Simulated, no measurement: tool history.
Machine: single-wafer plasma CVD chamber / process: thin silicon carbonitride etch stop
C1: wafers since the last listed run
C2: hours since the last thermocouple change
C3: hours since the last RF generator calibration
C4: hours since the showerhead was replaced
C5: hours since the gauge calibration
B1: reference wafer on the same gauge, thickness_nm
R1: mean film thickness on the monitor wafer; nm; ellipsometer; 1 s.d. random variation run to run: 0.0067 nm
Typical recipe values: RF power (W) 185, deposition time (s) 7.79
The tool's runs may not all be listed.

{"run": 1, "hour": 0.0, "RF power (W)": 185, "deposition time (s)": 7.22, "C1": 0, "C2": 1246.7, "C3": 515.8, "C4": 3057, "C5": 511.4, "B1": 4.008, "R1": 4.129}
{"hour": 21.0, "done": "thermocouple changed; heater temperature recalibrated"}
{"run": 2, "hour": 42.5, "RF power (W)": 185, "deposition time (s)": 7.79, "C1": 673, "C2": 21.5, "C3": 558.3, "C4": 3099.5, "C5": 553.9, "B1": 4.011, "R1": 4.461}
{"run": 3, "hour": 76.4, "RF power (W)": 185, "deposition time (s)": 7.79, "C1": 661, "C2": 55.4, "C3": 592.2, "C4": 3133.4, "C5": 587.8, "B1": 4.008, "R1": 4.452}
{"run": 4, "hour": 121.0, "RF power (W)": 185, "deposition time (s)": 7.79, "C1": 870, "C2": 100, "C3": 636.8, "C4": 3178, "C5": 632.4, "B1": 4.01, "R1": 4.466}
{"run": 5, "hour": 329.0, "RF power (W)": 185, "deposition time (s)": 6.82, "C1": 4058, "C2": 308, "C3": 844.8, "C4": 3386, "C5": 840.4, "B1": 4.01, "R1": 3.892}
{"run": 6, "hour": 486.7, "RF power (W)": 165, "deposition time (s)": 7.79, "C1": 3077, "C2": 465.7, "C3": 1002.5, "C4": 3543.7, "C5": 998.1, "B1": 4.009, "R1": 4.318}
{"hour": 502.8, "done": "RF generator calibrated"}
{"run": 7, "hour": 525.4, "RF power (W)": 185, "deposition time (s)": 7.79, "C1": 599, "C2": 504.4, "C3": 22.6, "C4": 3582.4, "C5": 1036.8, "B1": 4.011, "R1": 4.483}
{"run": 8, "hour": 589.7, "RF power (W)": 185, "deposition time (s)": 7.79, "C1": 1254, "C2": 568.7, "C3": 86.9, "C4": 3646.7, "C5": 1101.1, "B1": 4.011, "R1": 4.481}
{"run": 9, "hour": 629.9, "RF power (W)": 210, "deposition time (s)": 7.79, "C1": 784, "C2": 608.9, "C3": 127.1, "C4": 3686.9, "C5": 1141.3, "B1": 4.01, "R1": 4.635}
{"hour": 632.0, "done": "gauge calibrated"}
{"run": 10, "hour": 686.8, "RF power (W)": 210, "deposition time (s)": 7.79, "C1": 1110, "C2": 665.8, "C3": 184, "C4": 3743.8, "C5": 54.8, "B1": 4.009, "R1": 4.634}
{"run": 11, "hour": 751.8, "RF power (W)": 195, "deposition time (s)": 8.88, "C1": 1268, "C2": 730.8, "C3": 249, "C4": 3808.8, "C5": 119.8, "B1": 4.01, "R1": 5.168}
{"run": 12, "hour": 793.5, "RF power (W)": 195, "deposition time (s)": 8.88, "C1": 813, "C2": 772.5, "C3": 290.7, "C4": 3850.5, "C5": 161.5, "B1": 4.01, "R1": 5.167}
{"run": 13, "hour": 861.0, "RF power (W)": 185, "deposition time (s)": 7.79, "C1": 1317, "C2": 840, "C3": 358.2, "C4": 3918, "C5": 229, "B1": 4.01, "R1": 4.461}
{"run": 14, "hour": 900.9, "RF power (W)": 185, "deposition time (s)": 7.31, "C1": 778, "C2": 879.9, "C3": 398.1, "C4": 3957.9, "C5": 268.9, "B1": 4.01, "R1": 4.191}
{"run": 15, "hour": 962.6, "RF power (W)": 185, "deposition time (s)": 7.33, "C1": 1203, "C2": 941.6, "C3": 459.8, "C4": 4019.6, "C5": 330.6, "B1": 4.011, "R1": 4.189}
{"run": 16, "hour": 1022.1, "RF power (W)": 160, "deposition time (s)": 8.84, "C1": 1160, "C2": 1001.1, "C3": 519.3, "C4": 4079.1, "C5": 390.1, "B1": 4.01, "R1": 4.865}
{"run": 17, "hour": 1051.7, "RF power (W)": 185, "deposition time (s)": 6.47, "C1": 577, "C2": 1030.7, "C3": 548.9, "C4": 4108.7, "C5": 419.7, "B1": 4.01, "R1": 3.702}
{"run": 18, "hour": 1079.5, "RF power (W)": 185, "deposition time (s)": 7.79, "C1": 542, "C2": 1058.5, "C3": 576.7, "C4": 4136.5, "C5": 447.5, "B1": 4.009, "R1": 4.466}
{"hour": 1141.5, "done": "thermocouple changed; heater temperature recalibrated"}
{"run": 19, "hour": 1144.1, "RF power (W)": 185, "deposition time (s)": 7.39, "C1": 1104, "C2": 2.6, "C3": 641.3, "C4": 4201.1, "C5": 512.1, "B1": 4.011, "R1": 4.217}
{"hour": 1167.7, "done": "showerhead replaced"}
{"run": 20, "hour": 1202.6, "RF power (W)": 150, "deposition time (s)": 8.53, "C1": 985, "C2": 61.1, "C3": 699.8, "C4": 34.9, "C5": 570.6, "B1": 4.01, "R1": 4.606}
{"run": 21, "hour": 1228.1, "RF power (W)": 195, "deposition time (s)": 8.56, "C1": 497, "C2": 86.6, "C3": 725.3, "C4": 60.4, "C5": 596.1, "B1": 4.008, "R1": 4.97}
{"run": 22, "hour": 1273.8, "RF power (W)": 170, "deposition time (s)": 8.74, "C1": 891, "C2": 132.3, "C3": 771, "C4": 106.1, "C5": 641.8, "B1": 4.01, "R1": 4.875}
{"run": 23, "hour": 1299.7, "RF power (W)": 185, "deposition time (s)": 7.79, "C1": 505, "C2": 158.2, "C3": 796.9, "C4": 132, "C5": 667.7, "B1": 4.009, "R1": 4.457}
{"run": 24, "hour": 1356.0, "RF power (W)": 185, "deposition time (s)": 8.46, "C1": 1098, "C2": 214.5, "C3": 853.2, "C4": 188.3, "C5": 724, "B1": 4.011, "R1": 4.85}
{"run": 25, "hour": 1412.5, "RF power (W)": 210, "deposition time (s)": 6.66, "C1": 1102, "C2": 271, "C3": 909.7, "C4": 244.8, "C5": 780.5, "B1": 4.01, "R1": 3.944}
{"run": 26, "hour": 1461.5, "RF power (W)": 160, "deposition time (s)": 6.69, "C1": 956, "C2": 320, "C3": 958.7, "C4": 293.8, "C5": 829.5, "B1": 4.009, "R1": 3.682}

Consider 4 possible next runs. They are alternatives, not a sequence: every one starts from the tool as it was left by run 26. What does each give?
{"run": "A", "hour": 1461.9, "RF power (W)": 185, "deposition time (s)": 7.79, "C1": 7, "C2": 320.4, "C3": 959.1, "C4": 294.2, "C5": 829.9, "B1": "?", "R1": "?"}
{"run": "B", "hour": 1461.9, "RF power (W)": 150, "deposition time (s)": 8.88, "C1": 7, "C2": 320.4, "C3": 959.1, "C4": 294.2, "C5": 829.9, "B1": "?", "R1": "?"}
{"run": "C", "hour": 1461.9, "RF power (W)": 200, "deposition time (s)": 9.1, "C1": 7, "C2": 320.4, "C3": 959.1, "C4": 294.2, "C5": 829.9, "B1": "?", "R1": "?"}
{"run": "D", "hour": 1461.9, "RF power (W)": 150, "deposition time (s)": 7.79, "C1": 7, "C2": 320.4, "C3": 959.1, "C4": 294.2, "C5": 829.9, "B1": "?", "R1": "?"}

run=A B1=4.011 R1=4.461
run=B B1=4.011 R1=4.804
run=C B1=4.011 R1=5.323
run=D B1=4.011 R1=4.215
The same runs, with their run-to-run variation unchanged, on a tool lacking any hidden condition would have given:
run=A R1=4.494
run=B R1=4.84
run=C R1=5.363
run=D R1=4.246
